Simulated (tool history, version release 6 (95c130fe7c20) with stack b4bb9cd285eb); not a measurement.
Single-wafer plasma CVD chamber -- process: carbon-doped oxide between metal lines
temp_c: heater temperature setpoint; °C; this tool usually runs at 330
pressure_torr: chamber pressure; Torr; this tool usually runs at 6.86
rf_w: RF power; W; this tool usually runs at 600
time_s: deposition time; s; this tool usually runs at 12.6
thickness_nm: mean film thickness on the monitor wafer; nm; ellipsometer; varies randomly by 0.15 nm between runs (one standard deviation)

run,hour,temp_c,pressure_torr,rf_w,time_s,wafers since the last listed run,hours since the last thermocouple change,hours since the last RF generator calibration,hours since the last manometer calibration,hours since the showerhead was replaced,hours since the gauge calibration,"read-back reference wafer on the same gauge, thickness_nm",thickness_nm
1,0.0,330,6.86,600,12.6,0,2093.6,681.3,1790.8,7654.3,240.8,75.450,72.889
2,35.0,330,6.86,600,12.6,1053,2128.6,716.3,1825.8,7689.3,275.8,75.511,73.051
3,56.5,330,6.86,600,12.6,647,2150.1,737.8,1847.3,7710.8,297.3,75.519,72.599
# hour 150.8: gauge calibrated
4,156.3,330,6.86,600,12.6,3003,2249.9,837.6,1947.1,7810.6,5.5,75.493,71.880
# hour 174.4: capacitance manometer re-zeroed and calibrated
# hour 190.4: thermocouple changed; heater temperature recalibrated
5,190.9,330,6.86,600,12.6,559,0.5,872.2,16.5,7845.2,40.1,75.463,71.701
6,196.3,330,6.86,600,12.6,162,5.9,877.6,21.9,7850.6,45.5,75.539,71.791
7,208.7,330,6.86,600,12.6,373,18.3,890.0,34.3,7863.0,57.9,75.492,71.462
8,236.9,330,6.86,600,12.6,848,46.5,918.2,62.5,7891.2,86.1,75.496,71.476
# hour 298.6: showerhead replaced
9,299.1,325,7.41,680,11.0,1631,108.7,980.4,124.7,0.5,148.3,75.523,71.200
10,323.6,330,7.79,495,12.6,737,133.2,1004.9,149.2,25.0,172.8,75.471,56.943
# hour 332.9: RF generator calibrated
11,336.0,330,6.86,600,12.6,132,145.6,3.1,161.6,37.4,185.2,75.493,74.958
12,360.7,330,7.79,495,12.6,743,170.3,27.8,186.3,62.1,209.9,75.485,61.223
13,375.4,319,7.69,555,10.4,442,185.0,42.5,201.0,76.8,224.6,75.503,60.159
14,407.5,330,6.86,545,12.6,966,217.1,74.6,233.1,108.9,256.7,75.527,67.928
15,421.8,342,6.86,600,12.6,430,231.4,88.9,247.4,123.2,271.0,75.475,72.355

Alternative continuations, all from the tool just after run 15; predict every row:
A,422.2,330,6.86,600,12.6,12,231.8,89.3,247.8,123.6,271.4,?,?
B,422.2,344,8.18,485,14.3,12,231.8,89.3,247.8,123.6,271.4,?,?
C,422.2,330,5.82,650,10.2,12,231.8,89.3,247.8,123.6,271.4,?,?
D,422.2,330,7.45,630,12.6,12,231.8,89.3,247.8,123.6,271.4,?,?
E,422.2,330,8.20,500,12.6,12,231.8,89.3,247.8,123.6,271.4,?,?

run,"read-back reference wafer on the same gauge, thickness_nm",thickness_nm
A,75.521,74.826
B,75.521,64.748
C,75.521,64.670
D,75.521,78.779
E,75.521,62.092
Take away the tool's hidden state, keep each run's random variation, and the runs would have read:
run,thickness_nm
A,75.196
B,65.136
C,64.983
D,79.169
E,62.465
